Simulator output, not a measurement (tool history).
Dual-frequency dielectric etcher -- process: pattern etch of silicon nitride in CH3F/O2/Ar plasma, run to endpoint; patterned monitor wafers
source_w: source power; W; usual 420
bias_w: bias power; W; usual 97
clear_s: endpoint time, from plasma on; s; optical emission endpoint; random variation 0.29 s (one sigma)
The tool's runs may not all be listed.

run,hour,source_w,bias_w,"incoming incoming film thickness, nm",clear_s
1,0,420,97,41.3,54
2,12.9,420,97,40.95,53.7
3,27.5,420,97,40.9,53.7
4,36.8,420,97,41.21,54
5,46.7,420,87,40.84,56.7
6,64,420,89,40.49,55.6
7,77.3,420,89,40.33,55.4
8,95.5,400,80,40.37,60
# hour 118.5: bias power generator calibrated
# hour 127.6: upper electrode replaced
# hour 148.2: wet clean of the chamber
9,148.7,350,91,40.99,57.7
10,149.1,350,91,41.01,57.9
11,149.4,350,91,40.86,58.6
12,165.5,420,97,40.9,52
13,176.3,500,77,41.09,53.8
14,193.6,420,97,40.97,52.6
15,204.8,420,79,40.95,57.2
16,216.5,350,76,40.47,63.5
17,224.7,380,86,41.06,58.5
# hour 234.8: source power generator calibrated
18,236.1,340,86,41.02,61.6
19,250.7,420,97,41.28,52.8
20,263.3,460,106,40.72,48.1
21,274.8,370,97,40.75,54.8
22,290.4,350,91,40.99,58.7
23,305.3,510,105,40.77,46.4

Each row is a separate what-if for the run after 23, all from the same tool condition, not one after another. Results?
A,305.7,420,109,41.25,?
B,305.7,340,84,41.25,?
C,305.7,360,113,41.25,?
D,305.7,340,97,41.25,?

run,clear_s
A,49.9
B,62.4
C,52.4
D,58
With the hidden condition removed and each run's random variation left untouched, the same runs would have given:
run,clear_s
A,48.9
B,61.3
C,51.4
D,56.9
